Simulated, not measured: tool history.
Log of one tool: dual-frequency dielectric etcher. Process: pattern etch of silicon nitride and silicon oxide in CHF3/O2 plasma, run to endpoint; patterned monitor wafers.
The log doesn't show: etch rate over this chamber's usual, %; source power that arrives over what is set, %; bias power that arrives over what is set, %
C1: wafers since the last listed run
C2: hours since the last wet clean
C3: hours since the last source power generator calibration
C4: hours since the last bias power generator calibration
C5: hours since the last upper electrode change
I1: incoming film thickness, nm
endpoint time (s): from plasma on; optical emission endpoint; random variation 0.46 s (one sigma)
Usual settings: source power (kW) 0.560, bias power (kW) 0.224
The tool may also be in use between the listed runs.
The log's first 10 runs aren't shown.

{"hour": 260.9, "done": "wet clean of the chamber"}
{"run": 11, "hour": 261.4, "source power (kW)": 0.61, "bias power (kW)": 0.224, "C1": 31, "C2": 0.5, "C3": 3715.1, "C4": 3382.9, "C5": 2107.5, "I1": 250.5, "endpoint time (s)": 145.7}
{"run": 12, "hour": 284.7, "source power (kW)": 0.56, "bias power (kW)": 0.224, "C1": 123, "C2": 23.8, "C3": 3738.4, "C4": 3406.2, "C5": 2130.8, "I1": 246.9, "endpoint time (s)": 148.7}
{"run": 13, "hour": 310.5, "source power (kW)": 0.56, "bias power (kW)": 0.224, "C1": 137, "C2": 49.6, "C3": 3764.2, "C4": 3432.0, "C5": 2156.6, "I1": 246.6, "endpoint time (s)": 148.7}
{"run": 14, "hour": 339.7, "source power (kW)": 0.56, "bias power (kW)": 0.259, "C1": 155, "C2": 78.8, "C3": 3793.4, "C4": 3461.2, "C5": 2185.8, "I1": 252.2, "endpoint time (s)": 146.5}
{"run": 15, "hour": 370.2, "source power (kW)": 0.56, "bias power (kW)": 0.259, "C1": 162, "C2": 109.3, "C3": 3823.9, "C4": 3491.7, "C5": 2216.3, "I1": 250.9, "endpoint time (s)": 145.3}
{"run": 16, "hour": 397.5, "source power (kW)": 0.56, "bias power (kW)": 0.259, "C1": 145, "C2": 136.6, "C3": 3851.2, "C4": 3519.0, "C5": 2243.6, "I1": 249.1, "endpoint time (s)": 144.1}
{"run": 17, "hour": 413.0, "source power (kW)": 0.45, "bias power (kW)": 0.265, "C1": 82, "C2": 152.1, "C3": 3866.7, "C4": 3534.5, "C5": 2259.1, "I1": 250.1, "endpoint time (s)": 156.1}
{"run": 18, "hour": 447.6, "source power (kW)": 0.56, "bias power (kW)": 0.269, "C1": 184, "C2": 186.7, "C3": 3901.3, "C4": 3569.1, "C5": 2293.7, "I1": 248.5, "endpoint time (s)": 141.6}

Run 19 comes next. What will it give?
{"hour": 476.2, "done": "upper electrode replaced"}
{"run": 19, "hour": 476.7, "source power (kW)": 0.51, "bias power (kW)": 0.224, "C1": 27, "C2": 215.8, "C3": 3930.4, "C4": 3598.2, "C5": 0.5, "I1": 251.0, "endpoint time (s)": "?"}

endpoint time (s): 154.9
Without the tool's hidden state the same run would have given endpoint time (s) 159.1.

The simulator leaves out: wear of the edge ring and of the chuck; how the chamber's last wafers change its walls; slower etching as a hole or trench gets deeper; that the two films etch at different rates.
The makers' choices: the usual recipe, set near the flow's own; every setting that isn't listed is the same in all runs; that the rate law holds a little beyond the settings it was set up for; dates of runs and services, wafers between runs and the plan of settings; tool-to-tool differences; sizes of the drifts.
